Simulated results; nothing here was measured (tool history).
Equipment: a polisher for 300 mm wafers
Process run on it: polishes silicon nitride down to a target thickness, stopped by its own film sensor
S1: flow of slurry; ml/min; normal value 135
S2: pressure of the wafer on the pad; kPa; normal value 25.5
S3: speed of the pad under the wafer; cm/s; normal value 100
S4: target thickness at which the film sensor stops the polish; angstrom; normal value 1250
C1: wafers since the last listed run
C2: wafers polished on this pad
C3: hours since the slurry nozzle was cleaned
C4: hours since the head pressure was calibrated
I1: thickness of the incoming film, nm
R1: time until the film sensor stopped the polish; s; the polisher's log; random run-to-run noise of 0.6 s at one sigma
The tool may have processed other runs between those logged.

run	day	S1	S2	S3	S4	C1	C2	C3	C4	I1	R1
1	0.000	135	25.5	100	1250	0	943	191.2	267.8	220.0	52.6
# day 0.125: worn pad replaced by a new one
2	1.138	135	25.5	100	1250	270	270	218.5	295.1	217.6	50.9
3	1.729	120	25.5	100	1090	158	428	232.7	309.3	217.6	62.1
# day 3.100: slurry nozzle cleaned
4	3.121	150	25.5	100	1140	361	790	0.5	342.7	218.7	54.0
5	3.638	150	25.5	100	1140	138	928	12.9	355.1	220.7	54.3
# day 4.638: worn pad replaced by a new one
6	5.000	135	25.5	100	1250	320	97	45.6	387.8	224.4	53.3
7	5.800	135	25.5	100	1250	214	311	64.8	407.0	222.9	52.3
8	7.121	135	25.5	100	1250	353	664	96.5	438.7	216.4	48.6
# day 8.246: worn pad replaced by a new one
9	8.267	135	25.5	100	1250	262	5	124.0	466.2	220.2	51.1
10	9.646	135	25.5	100	930	369	374	157.1	499.3	219.0	69.2
# day 9.900: head pressure recalibrated
11	10.596	105	31.7	120	1410	231	606	179.9	16.7	221.6	33.3
12	11.667	135	25.5	100	1250	286	893	205.6	42.4	220.1	51.9
13	12.367	135	25.5	100	1250	187	1080	222.4	59.2	216.5	52.9
# day 12.562: worn pad replaced by a new one, of another model than before
14	13.533	150	21.4	82	980	267	260	250.4	87.2	221.4	88.4
# day 14.129: slurry nozzle cleaned
15	14.975	115	22.8	68	1510	374	634	20.3	121.8	220.4	48.8
# day 16.646: worn pad replaced by a new one
16	17.521	135	25.5	100	1540	636	234	81.4	182.9	218.6	35.9
17	18.725	90	25.5	100	1250	322	556	110.3	211.8	215.8	60.2
18	19.817	160	33.1	100	1490	292	848	136.5	238.0	223.6	32.8

Consider 4 possible next runs. They are alternatives, not a sequence: every one starts from the tool as it was left by run 18. What does each give?
A	19.833	135	25.5	100	1250	4	853	136.9	238.4	219.0	?
B	19.833	145	19.3	126	1000	4	853	136.9	238.4	219.0	?
C	19.833	135	32.4	100	1250	4	853	136.9	238.4	219.0	?
D	19.833	135	25.5	86	1250	4	853	136.9	238.4	219.0	?

run	R1
A	51.7
B	68.6
C	43.8
D	55.3
Take away the tool's hidden state, keep each run's random variation, and the runs would have read:
run	R1
A	48.4
B	64.4
C	41.0
D	51.7
